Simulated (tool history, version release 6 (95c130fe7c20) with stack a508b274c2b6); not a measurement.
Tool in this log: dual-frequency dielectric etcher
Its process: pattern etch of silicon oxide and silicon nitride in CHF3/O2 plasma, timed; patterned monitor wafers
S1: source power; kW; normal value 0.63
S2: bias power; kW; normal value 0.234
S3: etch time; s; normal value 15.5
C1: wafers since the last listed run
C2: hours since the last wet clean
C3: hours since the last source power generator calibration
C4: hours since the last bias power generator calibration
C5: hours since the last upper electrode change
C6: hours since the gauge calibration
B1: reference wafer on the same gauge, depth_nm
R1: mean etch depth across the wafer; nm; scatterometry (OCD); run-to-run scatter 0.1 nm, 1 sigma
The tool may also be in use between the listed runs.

Run 1, day 0: usual settings but S1 0.7 kW; C1 0; C2 255.5; C3 1442.7; C4 1144.8; C5 3365.4; C6 147.1; B1 23.43. Result: R1 27.62 nm.
Run 2, day 2.962: usual settings; C1 1321; C2 326.6; C3 1513.8; C4 1215.9; C5 3436.5; C6 218.2; B1 23.45. Result: R1 26.75 nm.
Run 3, day 4.267: usual settings; C1 581; C2 357.9; C3 1545.1; C4 1247.2; C5 3467.8; C6 249.5; B1 23.35. Result: R1 26.81 nm.
Run 4, day 6.55: usual settings; C1 1018; C2 412.7; C3 1599.9; C4 1302; C5 3522.6; C6 304.3; B1 23.37. Result: R1 26.62 nm.
Run 5, day 9.433: usual settings; C1 1285; C2 481.9; C3 1669.1; C4 1371.2; C5 3591.8; C6 373.5; B1 23.44. Result: R1 26.5 nm.
Run 6, day 10.617: usual settings; C1 527; C2 510.3; C3 1697.5; C4 1399.6; C5 3620.2; C6 401.9; B1 23.41. Result: R1 26.65 nm.
At day 13.167: wet clean of the chamber.
Run 7, day 13.188: usual settings; C1 700; C2 0.5; C3 1759.2; C4 1461.3; C5 3681.9; C6 463.6; B1 23.39. Result: R1 26.65 nm.
Run 8, day 14.767: usual settings; C1 704; C2 38.4; C3 1797.1; C4 1499.2; C5 3719.8; C6 501.5; B1 23.35. Result: R1 26.82 nm.
At day 16.517: bias power generator calibrated.
Run 9, day 16.975: usual settings but S1 0.76 kW, S2 0.262 kW, S3 13 s; C1 910; C2 91.4; C3 1850.1; C4 11; C5 3772.8; C6 554.5; B1 23.4. Result: R1 24.45 nm.
At day 17.9: gauge calibrated.
At day 18.667: source power generator calibrated.
At day 23.204: upper electrode replaced.
Run 10, day 23.225: usual settings but S1 0.78 kW; C1 2266; C2 241.4; C3 109.4; C4 161; C5 0.5; C6 127.8; B1 23.4. Result: R1 28.79 nm.
Run 11, day 23.938: usual settings but S1 0.76 kW; C1 317; C2 258.5; C3 126.5; C4 178.1; C5 17.6; C6 144.9; B1 23.43. Result: R1 28.55 nm.
Run 12, day 26.142: usual settings but S1 0.78 kW, S2 0.287 kW, S3 12 s; C1 982; C2 311.4; C3 179.4; C4 231; C5 70.5; C6 197.8; B1 23.36. Result: R1 23.32 nm.
Run 13, day 28.983: usual settings but S2 0.25 kW, S3 12.5 s; C1 1267; C2 379.6; C3 247.6; C4 299.2; C5 138.7; C6 266; B1 23.37. Result: R1 21.97 nm.
Run 14, day 31.683: usual settings; C1 1204; C2 444.4; C3 312.4; C4 364; C5 203.5; C6 330.8; B1 23.42. Result: R1 26.49 nm.

Predict each of these 4 candidate next runs independently; none follows another, all start after run 14:
Run A, day 31.7: usual settings but S2 0.21 kW; C1 7; C2 444.8; C3 312.8; C4 364.4; C5 203.9; C6 331.2; B1 ?. Result: R1 ?.
Run B, day 31.7: usual settings but S3 18.5 s; C1 7; C2 444.8; C3 312.8; C4 364.4; C5 203.9; C6 331.2; B1 ?. Result: R1 ?.
Run C, day 31.7: usual settings but S1 0.53 kW, S3 19.5 s; C1 7; C2 444.8; C3 312.8; C4 364.4; C5 203.9; C6 331.2; B1 ?. Result: R1 ?.
Run D, day 31.7: usual settings but S2 0.177 kW; C1 7; C2 444.8; C3 312.8; C4 364.4; C5 203.9; C6 331.2; B1 ?. Result: R1 ?.

run    B1     R1
  A  23.4  26.19
  B  23.4  32.09
  C  23.4  32.01
  D  23.4  25.19
With the hidden condition removed and each run's random variation left untouched, the same runs would have given:
run     R1
  A  26.19
  B  32.09
  C  32.01
  D  25.19

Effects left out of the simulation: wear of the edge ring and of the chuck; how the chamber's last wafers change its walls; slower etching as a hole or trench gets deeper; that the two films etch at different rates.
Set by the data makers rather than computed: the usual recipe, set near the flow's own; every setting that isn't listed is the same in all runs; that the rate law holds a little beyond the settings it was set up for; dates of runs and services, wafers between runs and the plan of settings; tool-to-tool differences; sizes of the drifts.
